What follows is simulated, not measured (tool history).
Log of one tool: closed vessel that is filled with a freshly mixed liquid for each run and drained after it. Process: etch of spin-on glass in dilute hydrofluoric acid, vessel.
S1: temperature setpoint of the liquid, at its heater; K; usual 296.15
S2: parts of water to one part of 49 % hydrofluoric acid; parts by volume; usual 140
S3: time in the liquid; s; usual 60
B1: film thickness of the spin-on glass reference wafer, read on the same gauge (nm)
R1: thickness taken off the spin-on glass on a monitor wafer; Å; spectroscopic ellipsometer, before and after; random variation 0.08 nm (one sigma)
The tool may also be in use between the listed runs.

Run 1, day 0: usual settings; B1 100.01. Result: R1 180.7 Å.
Run 2, day 3.512: usual settings; B1 99.97. Result: R1 181.9 Å.
Run 3, day 4.538: usual settings; B1 100.02. Result: R1 182.4 Å.
Run 4, day 5.2: usual settings; B1 100.02. Result: R1 182.4 Å.
Run 5, day 5.979: usual settings; B1 100.02. Result: R1 182.6 Å.
Run 6, day 7.175: usual settings but S2 90 parts by volume; B1 100.01. Result: R1 301.2 Å.
Run 7, day 8.138: usual settings but S2 90 parts by volume; B1 99.99. Result: R1 305 Å.
Run 8, day 8.925: usual settings; B1 99.98. Result: R1 183.2 Å.
Run 9, day 9.846: usual settings but S3 35 s; B1 100.02. Result: R1 106.6 Å.
Run 10, day 10.538: usual settings but S3 35 s; B1 99.97. Result: R1 107.4 Å.
At day 11.621: thermometer replaced.
Run 11, day 11.738: usual settings; B1 99.95. Result: R1 166.3 Å.
Run 12, day 12.958: usual settings; B1 100. Result: R1 165.1 Å.
Run 13, day 13.883: usual settings; B1 99.99. Result: R1 165.3 Å.
At day 14.329: gauge calibrated.
Run 14, day 14.842: usual settings; B1 100. Result: R1 166.3 Å.
Run 15, day 15.408: usual settings but S3 45 s; B1 100.01. Result: R1 123.2 Å.
Run 16, day 16.288: usual settings; B1 100. Result: R1 164.9 Å.
Run 17, day 18.792: usual settings but S3 50 s; B1 100. Result: R1 137.9 Å.
Run 18, day 20: usual settings but S1 300.15 K, S2 200 parts by volume, S3 40 s; B1 99.98. Result: R1 83.3 Å.
Run 19, day 20.917: usual settings; B1 100.03. Result: R1 165 Å.
Run 20, day 21.717: usual settings but S2 80 parts by volume, S3 40 s; B1 100.03. Result: R1 206.9 Å.
Run 21, day 22.317: usual settings but S1 293.15 K, S2 160 parts by volume, S3 30 s; B1 100. Result: R1 62.6 Å.
Run 22, day 23: usual settings; B1 100.02. Result: R1 165 Å.
Run 23, day 24.312: usual settings but S1 292.15 K, S2 120 parts by volume; B1 100.01. Result: R1 168.9 Å.
Run 24, day 25.617: usual settings but S1 299.15 K, S2 190 parts by volume, S3 90 s; B1 99.99. Result: R1 193.6 Å.
Run 25, day 27.104: usual settings but S1 291.65 K, S3 80 s; B1 99.97. Result: R1 184.7 Å.
Run 26, day 28: usual settings but S1 299.15 K, S2 115 parts by volume, S3 45 s; B1 100.01. Result: R1 173.9 Å.
At day 28.2: hydrofluoric acid flow meter replaced.
Run 27, day 29.092: usual settings but S1 294.15 K, S2 100 parts by volume, S3 40 s; B1 99.99. Result: R1 154.3 Å.
Run 28, day 30.217: usual settings but S1 300.65 K, S2 195 parts by volume; B1 99.99. Result: R1 136 Å.
Run 29, day 31.054: usual settings but S1 294.15 K, S3 40 s; B1 99.99. Result: R1 106.5 Å.
Run 30, day 32.062: usual settings but S1 293.65 K, S2 105 parts by volume, S3 90 s; B1 99.99. Result: R1 323.4 Å.
Run 31, day 33.012: usual settings; B1 100.03. Result: R1 171.5 Å.
Run 32, day 36.321: usual settings but S2 210 parts by volume, S3 50 s; B1 100. Result: R1 87.5 Å.
Run 33, day 37.012: usual settings but S1 294.15 K; B1 99.98. Result: R1 157.9 Å.

3 ways to go on from here, each from the tool as it stands after run 33. What would each give?
Run A, day 37.042: usual settings; B1 ?. Result: R1 ?.
Run B, day 37.042: usual settings but S2 85 parts by volume; B1 ?. Result: R1 ?.
Run C, day 37.042: usual settings but S1 299.65 K, S3 35 s; B1 ?. Result: R1 ?.

run     B1     R1
  A  99.98  170.7
  B  99.98  300.5
  C  99.98  113.7
Without the tool's hidden state the same runs would have given:
run     R1
  A  168.7
  B  296.4
  C  112.5
